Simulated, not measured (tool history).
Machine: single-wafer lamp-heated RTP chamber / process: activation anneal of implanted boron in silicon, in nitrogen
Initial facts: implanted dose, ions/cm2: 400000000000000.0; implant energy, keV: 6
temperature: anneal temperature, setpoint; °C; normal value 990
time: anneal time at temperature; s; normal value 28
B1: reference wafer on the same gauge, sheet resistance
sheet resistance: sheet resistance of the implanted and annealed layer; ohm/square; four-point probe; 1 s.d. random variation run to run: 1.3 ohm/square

{"run": 1, "hour": 0.0, "temperature": 990, "time": 28, "B1": 294.57, "sheet resistance": 267.08}
{"run": 2, "hour": 62.7, "temperature": 990, "time": 28, "B1": 294.0, "sheet resistance": 264.92}
{"run": 3, "hour": 100.3, "temperature": 990, "time": 28, "B1": 293.52, "sheet resistance": 266.72}
{"run": 4, "hour": 154.4, "temperature": 990, "time": 28, "B1": 293.5, "sheet resistance": 266.31}
{"run": 5, "hour": 216.6, "temperature": 977, "time": 18, "B1": 293.91, "sheet resistance": 274.4}
{"run": 6, "hour": 258.3, "temperature": 990, "time": 40, "B1": 294.12, "sheet resistance": 266.17}
{"hour": 332.5, "done": "pyrometer window cleaned and pyrometer calibrated"}
{"run": 7, "hour": 343.0, "temperature": 990, "time": 40, "B1": 293.62, "sheet resistance": 262.47}
{"run": 8, "hour": 392.1, "temperature": 990, "time": 40, "B1": 294.26, "sheet resistance": 264.23}
{"hour": 400.8, "done": "reflector plate cleaned"}
{"run": 9, "hour": 555.6, "temperature": 990, "time": 32, "B1": 293.82, "sheet resistance": 265.4}
{"run": 10, "hour": 609.0, "temperature": 990, "time": 32, "B1": 293.94, "sheet resistance": 265.81}
{"run": 11, "hour": 664.7, "temperature": 990, "time": 39, "B1": 293.4, "sheet resistance": 265.8}
{"run": 12, "hour": 761.3, "temperature": 990, "time": 39, "B1": 294.33, "sheet resistance": 263.9}
{"run": 13, "hour": 800.9, "temperature": 990, "time": 28, "B1": 293.39, "sheet resistance": 265.62}
{"run": 14, "hour": 849.9, "temperature": 990, "time": 28, "B1": 293.75, "sheet resistance": 266.26}
{"hour": 862.0, "done": "reflector plate cleaned"}
{"run": 15, "hour": 894.3, "temperature": 990, "time": 28, "B1": 293.67, "sheet resistance": 266.0}
{"hour": 911.1, "done": "gauge calibrated"}
{"run": 16, "hour": 949.4, "temperature": 964, "time": 14, "B1": 294.11, "sheet resistance": 289.71}
{"hour": 1004.7, "done": "pyrometer window cleaned and pyrometer calibrated"}
{"run": 17, "hour": 1046.1, "temperature": 990, "time": 28, "B1": 293.7, "sheet resistance": 266.67}
{"run": 18, "hour": 1130.3, "temperature": 967, "time": 15, "B1": 294.24, "sheet resistance": 283.89}
{"run": 19, "hour": 1190.3, "temperature": 990, "time": 28, "B1": 293.86, "sheet resistance": 265.68}
{"run": 20, "hour": 1269.1, "temperature": 990, "time": 28, "B1": 294.33, "sheet resistance": 267.81}
{"run": 21, "hour": 1311.4, "temperature": 990, "time": 28, "B1": 294.29, "sheet resistance": 266.83}
{"hour": 1373.6, "done": "reflector plate cleaned"}
{"run": 22, "hour": 1374.1, "temperature": 964, "time": 12, "B1": 294.45, "sheet resistance": 290.83}
{"run": 23, "hour": 1432.0, "temperature": 1008, "time": 41, "B1": 294.43, "sheet resistance": 258.91}
{"run": 24, "hour": 1537.1, "temperature": 990, "time": 28, "B1": 293.66, "sheet resistance": 268.63}
{"run": 25, "hour": 1629.3, "temperature": 990, "time": 28, "B1": 294.27, "sheet resistance": 266.78}
{"hour": 1639.0, "done": "pyrometer window cleaned and pyrometer calibrated"}
{"run": 26, "hour": 1787.7, "temperature": 990, "time": 45, "B1": 293.9, "sheet resistance": 263.93}
{"run": 27, "hour": 1841.5, "temperature": 990, "time": 11, "B1": 294.07, "sheet resistance": 271.83}
{"run": 28, "hour": 1884.1, "temperature": 961, "time": 14, "B1": 293.78, "sheet resistance": 292.5}
{"hour": 1899.0, "done": "reflector plate cleaned"}
{"run": 29, "hour": 1920.3, "temperature": 963, "time": 16, "B1": 294.21, "sheet resistance": 289.95}
{"run": 30, "hour": 1997.4, "temperature": 961, "time": 19, "B1": 293.95, "sheet resistance": 292.61}

Alternative continuations, all from the tool just after run 30; predict every row:
{"run": "A", "hour": 1997.8, "temperature": 990, "time": 16, "B1": "?", "sheet resistance": "?"}
{"run": "B", "hour": 1997.8, "temperature": 1008, "time": 13, "B1": "?", "sheet resistance": "?"}
{"run": "C", "hour": 1997.8, "temperature": 973, "time": 45, "B1": "?", "sheet resistance": "?"}

run=A B1=294.36 sheet_resistance=268.68
run=B B1=294.36 sheet_resistance=264.62
run=C B1=294.36 sheet_resistance=270.77
Without the tool's hidden state the same runs would have given:
run=A sheet_resistance=268.68
run=B sheet_resistance=264.62
run=C sheet_resistance=270.77
